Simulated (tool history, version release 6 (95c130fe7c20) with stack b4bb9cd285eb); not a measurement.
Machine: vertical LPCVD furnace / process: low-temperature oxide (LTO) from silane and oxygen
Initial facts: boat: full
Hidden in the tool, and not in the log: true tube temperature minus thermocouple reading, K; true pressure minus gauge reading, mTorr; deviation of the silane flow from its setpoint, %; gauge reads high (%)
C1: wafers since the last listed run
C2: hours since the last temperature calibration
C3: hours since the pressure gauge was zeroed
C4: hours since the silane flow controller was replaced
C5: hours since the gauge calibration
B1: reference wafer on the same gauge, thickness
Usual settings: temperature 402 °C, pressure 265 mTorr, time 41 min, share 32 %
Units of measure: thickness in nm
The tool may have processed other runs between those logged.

Run 1, hour 0: usual settings; C1 0; C2 3063.8; C3 2631.9; C4 2149; C5 1675; B1 310.97. Result: thickness 344.11 nm.
Run 2, hour 49.5: usual settings; C1 365; C2 3113.3; C3 2681.4; C4 2198.5; C5 1724.5; B1 310.95. Result: thickness 337.98 nm.
Run 3, hour 114.5: usual settings; C1 480; C2 3178.3; C3 2746.4; C4 2263.5; C5 1789.5; B1 310.89. Result: thickness 338.4 nm.
At hour 221.6: thermocouples replaced and temperature profile calibrated.
Run 4, hour 272.1: usual settings; C1 986; C2 50.5; C3 2904; C4 2421.1; C5 1947.1; B1 310.71. Result: thickness 339.7 nm.
At hour 288.8: gauge calibrated.
Run 5, hour 309: usual settings; C1 272; C2 87.4; C3 2940.9; C4 2458; C5 20.2; B1 310.83. Result: thickness 342.05 nm.
Run 6, hour 378.6: usual settings; C1 514; C2 157; C3 3010.5; C4 2527.6; C5 89.8; B1 310.83. Result: thickness 339.31 nm.
Run 7, hour 485.5: usual settings; C1 789; C2 263.9; C3 3117.4; C4 2634.5; C5 196.7; B1 310.87. Result: thickness 339.8 nm.
Run 8, hour 543.2: usual settings but pressure 305 mTorr, share 30 %; C1 426; C2 321.6; C3 3175.1; C4 2692.2; C5 254.4; B1 311.38. Result: thickness 357.75 nm.
At hour 600.9: silane flow controller replaced.
Run 9, hour 642.2: usual settings but pressure 305 mTorr, share 30 %; C1 553; C2 420.6; C3 3274.1; C4 41.3; C5 353.4; B1 310.99. Result: thickness 357.22 nm.
Run 10, hour 679.3: usual settings but pressure 225 mTorr, share 29 %; C1 274; C2 457.7; C3 3311.2; C4 78.4; C5 390.5; B1 310.8. Result: thickness 248.19 nm.
Run 11, hour 739.8: usual settings but share 38 %; C1 446; C2 518.2; C3 3371.7; C4 138.9; C5 451; B1 310.85. Result: thickness 429.41 nm.
Run 12, hour 801.5: usual settings but share 34 %; C1 455; C2 579.9; C3 3433.4; C4 200.6; C5 512.7; B1 310.94. Result: thickness 373.21 nm.
Run 13, hour 848.6: usual settings but temperature 414 °C, share 35 %; C1 347; C2 627; C3 3480.5; C4 247.7; C5 559.8; B1 311.19. Result: thickness 437.76 nm.
Run 14, hour 922.9: usual settings but pressure 310 mTorr, time 32.5 min, share 38 %; C1 548; C2 701.3; C3 3554.8; C4 322; C5 634.1; B1 310.8. Result: thickness 399.92 nm.
Run 15, hour 1010.5: usual settings but pressure 245 mTorr; C1 646; C2 788.9; C3 3642.4; C4 409.6; C5 721.7; B1 311.3. Result: thickness 314.88 nm.
Run 16, hour 1051.3: usual settings; C1 301; C2 829.7; C3 3683.2; C4 450.4; C5 762.5; B1 311.28. Result: thickness 340.83 nm.
Run 17, hour 1089: usual settings but temperature 396 °C, time 36.5 min; C1 278; C2 867.4; C3 3720.9; C4 488.1; C5 800.2; B1 310.88. Result: thickness 282.63 nm.
Run 18, hour 1157.5: usual settings but pressure 285 mTorr; C1 505; C2 935.9; C3 3789.4; C4 556.6; C5 868.7; B1 310.93. Result: thickness 366.91 nm.
Run 19, hour 1250.4: usual settings but pressure 205 mTorr, share 38 %; C1 686; C2 1028.8; C3 3882.3; C4 649.5; C5 961.6; B1 311.07. Result: thickness 324.91 nm.

Run 20, settings as shown, results not yet in. Your forecast:
Run 20, hour 1308.6: usual settings; C1 429; C2 1087; C3 3940.5; C4 707.7; C5 1019.8; B1 ?. Result: thickness ?.

Run 20 gave B1 311.15, thickness 338.05 nm.
If the tool had no hidden condition, the same run with the same run-to-run variation would have returned thickness 352.68 nm.

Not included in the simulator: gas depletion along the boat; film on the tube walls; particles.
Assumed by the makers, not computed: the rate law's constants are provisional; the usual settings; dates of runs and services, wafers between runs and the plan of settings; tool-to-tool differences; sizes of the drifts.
